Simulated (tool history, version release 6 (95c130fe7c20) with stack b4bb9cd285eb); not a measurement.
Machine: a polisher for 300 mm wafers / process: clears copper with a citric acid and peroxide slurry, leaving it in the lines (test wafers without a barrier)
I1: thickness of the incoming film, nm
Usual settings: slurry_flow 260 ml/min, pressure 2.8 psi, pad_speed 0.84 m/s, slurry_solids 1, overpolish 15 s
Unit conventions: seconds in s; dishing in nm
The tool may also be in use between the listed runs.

Run 1, day 0: usual settings; I1 284.3. Result: seconds 193.3 s, dishing 15.5 nm.
Run 2, day 0.317: usual settings; I1 277.5. Result: seconds 182.9 s, dishing 15.7 nm.
Run 3, day 0.975: usual settings but slurry_flow 210 ml/min; I1 275.2. Result: seconds 186.1 s, dishing 15.6 nm.
At day 1.2: head pressure recalibrated.
Run 4, day 1.321: usual settings; I1 276.4. Result: seconds 181.8 s, dishing 16 nm.
Run 5, day 1.967: usual settings; I1 282.4. Result: seconds 186.5 s, dishing 16 nm.
Run 6, day 2.708: usual settings; I1 275. Result: seconds 186.1 s, dishing 16.2 nm.
Run 7, day 3.246: usual settings; I1 277.9. Result: seconds 189.5 s, dishing 16 nm.
At day 3.362: slurry nozzle cleaned.
Run 8, day 3.862: usual settings but pressure 2.2 psi, overpolish 20 s; I1 283.5. Result: seconds 224.8 s, dishing 17.8 nm.
At day 4.158: worn pad replaced by a new one.
Run 9, day 5.875: usual settings but slurry_flow 190 ml/min, pressure 3.2 psi, overpolish 8 s; I1 283.7. Result: seconds 175 s, dishing 9.3 nm.
At day 6.375: slurry blender recalibrated.
Run 10, day 6.933: usual settings but pad_speed 0.76 m/s, slurry_solids 0.75; I1 285. Result: seconds 219.7 s, dishing 13.4 nm.
Run 11, day 7.254: usual settings but pad_speed 0.76 m/s, slurry_solids 0.75; I1 274.9. Result: seconds 219.1 s, dishing 13.3 nm.
Run 12, day 7.712: usual settings but overpolish 20 s; I1 278.9. Result: seconds 190.6 s, dishing 20.8 nm.
Run 13, day 8.008: usual settings but slurry_flow 305 ml/min, slurry_solids 1.25, overpolish 21 s; I1 275.9. Result: seconds 175.2 s, dishing 23 nm.
Run 14, day 8.533: usual settings but pad_speed 0.76 m/s, overpolish 8 s; I1 280.6. Result: seconds 210.3 s, dishing 8 nm.
At day 9.262: worn pad replaced by a new one.
Run 15, day 9.283: usual settings; I1 278. Result: seconds 182.1 s, dishing 16.2 nm.
Run 16, day 9.671: usual settings but slurry_flow 175 ml/min, pressure 3.5 psi; I1 281.3. Result: seconds 160 s, dishing 19.4 nm.
Run 17, day 10.75: usual settings but slurry_flow 200 ml/min, overpolish 9 s; I1 282.3. Result: seconds 186.4 s, dishing 10.2 nm.
Run 18, day 11.267: usual settings but slurry_flow 325 ml/min, pad_speed 0.72 m/s; I1 280.3. Result: seconds 216.3 s, dishing 14.7 nm.
Run 19, day 11.738: usual settings but overpolish 9 s; I1 283.4. Result: seconds 187.4 s, dishing 10 nm.
Run 20, day 12.188: usual settings but pressure 2.3 psi, pad_speed 0.68 m/s, slurry_solids 0.7; I1 283.2. Result: seconds 289.2 s, dishing 11.1 nm.
Run 21, day 12.529: usual settings but slurry_flow 310 ml/min; I1 277.4. Result: seconds 185.7 s, dishing 16.1 nm.
Run 22, day 12.992: usual settings but pressure 2.3 psi; I1 284. Result: seconds 212.1 s, dishing 13.8 nm.
Run 23, day 13.4: usual settings; I1 280.3. Result: seconds 193.1 s, dishing 15.4 nm.
Run 24, day 13.85: usual settings; I1 283.4. Result: seconds 200.4 s, dishing 15.8 nm.
Run 25, day 14.338: usual settings but pressure 3.6 psi, slurry_solids 0.85, overpolish 12 s; I1 277.4. Result: seconds 171.6 s, dishing 14.1 nm.
At day 14.921: worn pad replaced by a new one.
Run 26, day 14.942: usual settings but pressure 3.4 psi; I1 283.7. Result: seconds 167.1 s, dishing 17.9 nm.
Run 27, day 16.954: usual settings; I1 277.5. Result: seconds 179.9 s, dishing 16.2 nm.
Run 28, day 17.475: usual settings; I1 285.5. Result: seconds 187.7 s, dishing 16 nm.
Run 29, day 17.817: usual settings but pad_speed 0.66 m/s, overpolish 7 s; I1 282.8. Result: seconds 232.7 s, dishing 6.3 nm.

Below are 3 alternative next runs, each starting from the tool's condition after run 29. Predict each:
Run A, day 17.838: usual settings but pressure 3.6 psi; I1 281.3. Result: seconds ?, dishing ?.
Run B, day 17.838: usual settings but slurry_flow 300 ml/min, slurry_solids 0.85, overpolish 20 s; I1 281.3. Result: seconds ?, dishing ?.
Run C, day 17.838: usual settings but slurry_flow 205 ml/min, pad_speed 0.6 m/s, overpolish 17 s; I1 281.3. Result: seconds ?, dishing ?.

run  seconds  dishing
  A    156.6     18.3
  B    191.6     19.7
  C    261.4     12.8
Without the tool's unlogged condition, the same runs would have read:
run  seconds  dishing
  A    148.3     19.3
  B    181.5     20.7
  C    247.7     13.5
